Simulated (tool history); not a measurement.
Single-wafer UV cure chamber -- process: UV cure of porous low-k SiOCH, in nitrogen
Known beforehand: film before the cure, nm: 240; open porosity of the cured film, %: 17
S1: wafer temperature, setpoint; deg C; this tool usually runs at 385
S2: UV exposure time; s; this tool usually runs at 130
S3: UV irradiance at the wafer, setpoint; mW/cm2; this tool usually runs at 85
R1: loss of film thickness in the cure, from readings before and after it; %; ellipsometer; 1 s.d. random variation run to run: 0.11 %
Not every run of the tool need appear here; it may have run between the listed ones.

run   hour   S1   S2   S3      R1
  1    0.0  385  130   85   7.045
  2   17.2  370  130   85   6.883
  3   51.7  370  130   85   6.867
  4   82.6  370  130   85   6.918
  5  149.1  396  130   85   7.405
  6  172.6  396  130   85   7.229
  7  196.3  396  130   85   7.108
  8  214.5  385  130   85   7.094
  9  241.8  385  130   85   7.057
 10  262.7  385  130   85   7.096
 11  282.8  385  130   85   7.059
 12  312.0  396  130   67   6.234
 13  344.6  371  105  119   7.345
 14  376.2  403   60   85   6.014
 15  392.3  401  130   72   8.329
 16  410.8  385  130   85   8.696
 17  440.5  385  130  117  10.135
 18  470.4  385   55  116   6.365
 19  485.6  392  180   85  10.378
 20  501.6  385  130   85   8.471
 21  521.7  371  195   85  10.145
 22  553.0  395  160  104  10.359
 23  565.8  385  130   85   8.298

Between the runs listed above, the log contained 4 entries, not reproduced here. Where in the sequence does each belong, and how does what the log doesn't record of the tool's condition differ from the listed run before to the listed run after?
In the gap between runs 4 and 5: quartz window cleaned (hour 148.7)
  lamp output below its setpoint, %: 35.8 -> 36.2
  measured result minus the result with no hidden state, R1: -1.924 -> -2.005 %
In the gap between runs 12 and 13: quartz window cleaned (hour 331.5)
  lamp output below its setpoint, %: 37.1 -> 37.2
  measured result minus the result with no hidden state, R1: -1.937 -> -2.053 %
In the gap between runs 13 and 14: UV bulbs replaced (hour 357.5)
  lamp output below its setpoint, %: 37.2 -> 3.04
  measured result minus the result with no hidden state, R1: -2.053 -> -0.122 %
In the gap between runs 19 and 20: quartz window cleaned (hour 498.3)
  lamp output below its setpoint, %: 9.47 -> 10.3
  measured result minus the result with no hidden state, R1: -0.473 -> -0.481 %
